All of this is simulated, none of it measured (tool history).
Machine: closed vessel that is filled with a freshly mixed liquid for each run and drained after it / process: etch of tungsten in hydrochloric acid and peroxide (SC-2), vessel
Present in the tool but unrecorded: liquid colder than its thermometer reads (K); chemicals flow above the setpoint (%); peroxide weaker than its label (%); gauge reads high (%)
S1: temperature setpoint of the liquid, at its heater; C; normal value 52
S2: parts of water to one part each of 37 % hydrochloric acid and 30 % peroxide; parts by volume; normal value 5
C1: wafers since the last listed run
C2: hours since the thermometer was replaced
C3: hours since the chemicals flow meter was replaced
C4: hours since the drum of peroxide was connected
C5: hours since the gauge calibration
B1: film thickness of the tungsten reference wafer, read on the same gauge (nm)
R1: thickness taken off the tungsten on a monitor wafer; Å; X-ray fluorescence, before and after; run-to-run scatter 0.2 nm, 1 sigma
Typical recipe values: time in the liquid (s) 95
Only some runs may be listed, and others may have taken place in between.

{"run": 1, "hour": 0.0, "S1": 52, "S2": 5, "time in the liquid (s)": 95, "C1": 0, "C2": 1520.8, "C3": 1854.5, "C4": 1412.1, "C5": 61.4, "B1": 80, "R1": 485.9}
{"run": 2, "hour": 33.6, "S1": 52, "S2": 5, "time in the liquid (s)": 95, "C1": 3732, "C2": 1554.4, "C3": 1888.1, "C4": 1445.7, "C5": 95, "B1": 80, "R1": 489.6}
{"run": 3, "hour": 52.6, "S1": 52, "S2": 5, "time in the liquid (s)": 95, "C1": 2110, "C2": 1573.4, "C3": 1907.1, "C4": 1464.7, "C5": 114, "B1": 80.01, "R1": 487.5}
{"run": 4, "hour": 71.4, "S1": 55, "S2": 5, "time in the liquid (s)": 125, "C1": 2088, "C2": 1592.2, "C3": 1925.9, "C4": 1483.5, "C5": 132.8, "B1": 80.01, "R1": 790}
{"run": 5, "hour": 83.8, "S1": 52, "S2": 5, "time in the liquid (s)": 55, "C1": 1377, "C2": 1604.6, "C3": 1938.3, "C4": 1495.9, "C5": 145.2, "B1": 79.99, "R1": 282.7}
{"hour": 100.9, "done": "thermometer replaced"}
{"run": 6, "hour": 102.9, "S1": 52, "S2": 5, "time in the liquid (s)": 55, "C1": 2010, "C2": 2, "C3": 1957.4, "C4": 1515, "C5": 164.3, "B1": 80, "R1": 282.7}
{"hour": 113.1, "done": "new drum of peroxide connected"}
{"run": 7, "hour": 116.1, "S1": 52, "S2": 5, "time in the liquid (s)": 95, "C1": 1355, "C2": 15.2, "C3": 1970.6, "C4": 3, "C5": 177.5, "B1": 80.01, "R1": 490.6}
{"run": 8, "hour": 130.1, "S1": 52, "S2": 5, "time in the liquid (s)": 95, "C1": 1555, "C2": 29.2, "C3": 1984.6, "C4": 17, "C5": 191.5, "B1": 80.01, "R1": 493.3}
{"run": 9, "hour": 149.8, "S1": 56, "S2": 4, "time in the liquid (s)": 95, "C1": 2188, "C2": 48.9, "C3": 2004.3, "C4": 36.7, "C5": 211.2, "B1": 80, "R1": 745}

What will run 10 give?
{"run": 10, "hour": 167.0, "S1": 52, "S2": 5, "time in the liquid (s)": 80, "C1": 1910, "C2": 66.1, "C3": 2021.5, "C4": 53.9, "C5": 228.4, "B1": "?", "R1": "?"}

Run 10 measured B1 79.99, R1 412.1 Å.
If the tool had no hidden condition, the same run with the same run-to-run variation would have returned R1 412.1 Å.

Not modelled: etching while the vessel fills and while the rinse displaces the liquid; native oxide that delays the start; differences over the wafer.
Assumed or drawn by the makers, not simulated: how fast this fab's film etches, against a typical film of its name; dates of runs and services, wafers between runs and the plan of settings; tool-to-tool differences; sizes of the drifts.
